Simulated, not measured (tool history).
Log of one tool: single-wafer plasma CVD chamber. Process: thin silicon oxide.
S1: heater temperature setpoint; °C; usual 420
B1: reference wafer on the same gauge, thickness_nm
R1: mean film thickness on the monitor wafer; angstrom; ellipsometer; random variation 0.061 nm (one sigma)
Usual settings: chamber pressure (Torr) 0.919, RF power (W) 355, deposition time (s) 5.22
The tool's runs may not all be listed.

run 1 day=0.000 | S1=420 chamber_pressure_(Torr)=1.095 RF_power_(W)=335 deposition_time_(s)=5.22 | B1=8.978 | R1=129.85
-- day=3.404 showerhead replaced
run 2 day=12.954 | S1=420 chamber_pressure_(Torr)=1.095 RF_power_(W)=335 deposition_time_(s)=5.22 | B1=9.021 | R1=128.46
run 3 day=15.221 | S1=420 chamber_pressure_(Torr)=0.919 RF_power_(W)=355 deposition_time_(s)=5.22 | B1=9.005 | R1=117.23
run 4 day=18.012 | S1=420 chamber_pressure_(Torr)=0.919 RF_power_(W)=355 deposition_time_(s)=5.22 | B1=8.999 | R1=117.70
run 5 day=19.817 | S1=432 chamber_pressure_(Torr)=1.080 RF_power_(W)=355 deposition_time_(s)=5.22 | B1=8.985 | R1=131.54
run 6 day=22.450 | S1=433 chamber_pressure_(Torr)=1.118 RF_power_(W)=355 deposition_time_(s)=5.22 | B1=8.998 | R1=133.51
-- day=23.992 gauge calibrated
-- day=24.117 thermocouple changed; heater temperature recalibrated
run 7 day=30.433 | S1=420 chamber_pressure_(Torr)=0.919 RF_power_(W)=405 deposition_time_(s)=5.71 | B1=8.985 | R1=139.28
-- day=31.508 capacitance manometer re-zeroed and calibrated, repeated, since the last time left the tool worse
run 8 day=33.333 | S1=413 chamber_pressure_(Torr)=1.060 RF_power_(W)=355 deposition_time_(s)=5.22 | B1=8.985 | R1=125.52
run 9 day=35.958 | S1=420 chamber_pressure_(Torr)=0.919 RF_power_(W)=355 deposition_time_(s)=5.50 | B1=9.009 | R1=116.80
-- day=36.688 RF generator calibrated
run 10 day=40.450 | S1=428 chamber_pressure_(Torr)=0.919 RF_power_(W)=355 deposition_time_(s)=4.37 | B1=8.994 | R1=92.09
run 11 day=44.038 | S1=415 chamber_pressure_(Torr)=1.114 RF_power_(W)=410 deposition_time_(s)=4.24 | B1=9.012 | R1=112.69
run 12 day=45.850 | S1=424 chamber_pressure_(Torr)=1.099 RF_power_(W)=355 deposition_time_(s)=5.88 | B1=9.005 | R1=142.94
run 13 day=48.775 | S1=420 chamber_pressure_(Torr)=0.919 RF_power_(W)=355 deposition_time_(s)=5.22 | B1=9.005 | R1=110.42
run 14 day=51.871 | S1=411 chamber_pressure_(Torr)=0.919 RF_power_(W)=355 deposition_time_(s)=5.22 | B1=8.973 | R1=110.50
run 15 day=54.788 | S1=408 chamber_pressure_(Torr)=0.830 RF_power_(W)=305 deposition_time_(s)=4.69 | B1=8.996 | R1=83.68
run 16 day=56.642 | S1=431 chamber_pressure_(Torr)=0.919 RF_power_(W)=355 deposition_time_(s)=5.22 | B1=9.035 | R1=109.86
run 17 day=60.512 | S1=420 chamber_pressure_(Torr)=0.756 RF_power_(W)=290 deposition_time_(s)=4.57 | B1=8.980 | R1=72.01
run 18 day=62.867 | S1=406 chamber_pressure_(Torr)=1.077 RF_power_(W)=410 deposition_time_(s)=4.27 | B1=8.985 | R1=112.52
run 19 day=66.854 | S1=420 chamber_pressure_(Torr)=0.919 RF_power_(W)=355 deposition_time_(s)=5.77 | B1=8.997 | R1=123.79
run 20 day=68.521 | S1=420 chamber_pressure_(Torr)=0.919 RF_power_(W)=355 deposition_time_(s)=4.94 | B1=9.007 | R1=106.41
run 21 day=71.821 | S1=416 chamber_pressure_(Torr)=0.836 RF_power_(W)=355 deposition_time_(s)=6.09 | B1=9.010 | R1=121.54
run 22 day=74.462 | S1=420 chamber_pressure_(Torr)=0.919 RF_power_(W)=355 deposition_time_(s)=5.22 | B1=9.013 | R1=113.75
run 23 day=78.062 | S1=406 chamber_pressure_(Torr)=0.919 RF_power_(W)=375 deposition_time_(s)=5.22 | B1=8.995 | R1=117.77
-- day=78.992 capacitance manometer re-zeroed and calibrated
run 24 day=81.067 | S1=420 chamber_pressure_(Torr)=0.919 RF_power_(W)=355 deposition_time_(s)=6.08 | B1=8.996 | R1=128.22
run 25 day=85.096 | S1=420 chamber_pressure_(Torr)=0.919 RF_power_(W)=355 deposition_time_(s)=5.22 | B1=8.999 | R1=110.71
run 26 day=87.671 | S1=420 chamber_pressure_(Torr)=0.919 RF_power_(W)=355 deposition_time_(s)=5.22 | B1=9.008 | R1=110.31
run 27 day=89.279 | S1=420 chamber_pressure_(Torr)=0.919 RF_power_(W)=355 deposition_time_(s)=5.22 | B1=8.987 | R1=110.95

Forecast each of these 5 alternatives for the next run:
run A day=89.296 | S1=420 chamber_pressure_(Torr)=0.919 RF_power_(W)=355 deposition_time_(s)=5.22 | B1=? | R1=?
run B day=89.296 | S1=431 chamber_pressure_(Torr)=0.849 RF_power_(W)=335 deposition_time_(s)=4.57 | B1=? | R1=?
run C day=89.296 | S1=420 chamber_pressure_(Torr)=1.111 RF_power_(W)=355 deposition_time_(s)=5.22 | B1=? | R1=?
run D day=89.296 | S1=424 chamber_pressure_(Torr)=0.919 RF_power_(W)=355 deposition_time_(s)=4.52 | B1=? | R1=?
run E day=89.296 | S1=410 chamber_pressure_(Torr)=0.919 RF_power_(W)=355 deposition_time_(s)=5.22 | B1=? | R1=?

run=A B1=8.992 R1=109.86
run=B B1=8.992 R1=85.82
run=C B1=8.992 R1=128.03
run=D B1=8.992 R1=94.87
run=E B1=8.992 R1=110.68
Without the tool's hidden state the same runs would have given:
run=A R1=109.52
run=B R1=85.55
run=C R1=127.72
run=D R1=94.57
run=E R1=110.33
